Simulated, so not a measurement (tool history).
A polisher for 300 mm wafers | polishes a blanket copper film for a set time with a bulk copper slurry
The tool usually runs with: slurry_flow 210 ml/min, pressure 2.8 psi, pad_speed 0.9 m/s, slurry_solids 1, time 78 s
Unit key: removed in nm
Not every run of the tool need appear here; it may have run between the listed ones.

run   hour  slurry_flow  pressure  pad_speed  slurry_solids  time  incoming thickness of the incoming film, nm  removed
  1      0          210       2.8        0.9              1    78                                       1827.4    627.2
  2   15.5          210       2.8        0.9              1    78                                       1787.8    632.7
  3   37.2          210       2.8        0.9              1    78                                       1831.9      631
  4     70          210       2.8        0.9              1    78                                       1810.6    628.7
      86.3  -- worn pad replaced by a new one
  5  102.2          210       2.8        0.9              1    78                                       1837.9    588.6
  6  123.6          210       3.5        0.9              1    78                                         1802    739.1
     129.3  -- head pressure recalibrated
  7  155.9          210       2.8        0.9            1.2    78                                       1788.3    603.2
  8  184.2          210       2.8        0.9            1.2    78                                       1788.5    601.5
  9  203.2          210       2.8        0.9              1    78                                       1809.8    573.7
 10  220.3          210       2.8        0.9           0.75    78                                       1803.7      522
     228.9  -- slurry nozzle cleaned
 11  233.9          210       2.8        0.9              1    65                                       1805.5    471.5
 12  259.8          210       2.8        0.9              1    78                                       1822.2    564.5
     276.8  -- worn pad replaced by a new one, repeated, since the last time left the tool worse
 13  289.1          210       2.8        0.9              1    78                                       1793.6      653
 14  302.6          285       2.8        0.9              1    78                                       1808.5    670.9
 15  325.3          210       3.2          1              1    53                                       1809.1    559.4
 16  344.1          210       2.8        0.9              1    78                                       1827.7      641
 17  376.5          235       3.1       1.22            1.2    78                                       1792.3    998.7
     400.9  -- slurry blender recalibrated
 18  402.5          285       2.8        0.9           0.75    78                                       1816.1      597
 19  426.2          210       2.8        0.9              1    78                                       1799.7      642
 20  446.4          210       2.8        0.9              1    78                                       1783.5    627.8
     455.3  -- worn pad replaced by a new one
 21    470          185       3.5        0.9              1    78                                       1776.3    805.6
     474.1  -- head pressure recalibrated
 22  499.8          250       2.8       1.14           1.25   104                                       1779.1   1167.1
 23  532.1          210       2.8        0.9              1    78                                       1820.2    636.4
 24  567.5          210       3.1       1.04            0.9    91                                       1795.7      917
 25  591.9          170       2.8        0.9              1    78                                       1810.4    625.2
 26  621.2          280       2.8       1.12              1    78                                       1808.1    801.2
     649.6  -- worn pad replaced by a new one
 27  655.2          255       2.8       0.64              1    78                                       1763.6    473.2
 28    682          210       2.8        0.9              1    78                                       1831.6    646.6
 29  716.9          135       2.8        0.9            0.9    78                                       1808.2    599.6
 30  732.3          210       3.6        0.9           1.25    90                                       1770.5   1004.1
 31    757          210       2.8        0.9              1    78                                       1830.2      632

Measured minus without-hidden-state, run by run (identical run-to-run variation in each term; gauge scatter may differ):
Hidden conditions of the tool in this case: removal rate lost through wear of the pad, %; slurry flow missing at the pad, %; deviation of the head's pressure from its setpoint, %; abrasive missing from the slurry, %.
run  removed
  1    -38.1
  2    -40.6
  3    -42.6
  4    -44.5
  5    -76.5
  6   -108.5
  7    -98.7
  8     -104
  9   -101.6
 10    -93.9
 11    -85.6
 12   -103.9
 13     -8.8
 14    -15.4
 15    -19.7
 16    -27.4
 17    -51.1
 18      -33
 19    -37.1
 20    -37.3
 21    -13.6
 22      -41
 23    -30.1
 24    -50.6
 25    -36.5
 26    -48.8
 27     -3.4
 28    -17.1
 29    -25.1
 30    -46.8
 31    -32.8

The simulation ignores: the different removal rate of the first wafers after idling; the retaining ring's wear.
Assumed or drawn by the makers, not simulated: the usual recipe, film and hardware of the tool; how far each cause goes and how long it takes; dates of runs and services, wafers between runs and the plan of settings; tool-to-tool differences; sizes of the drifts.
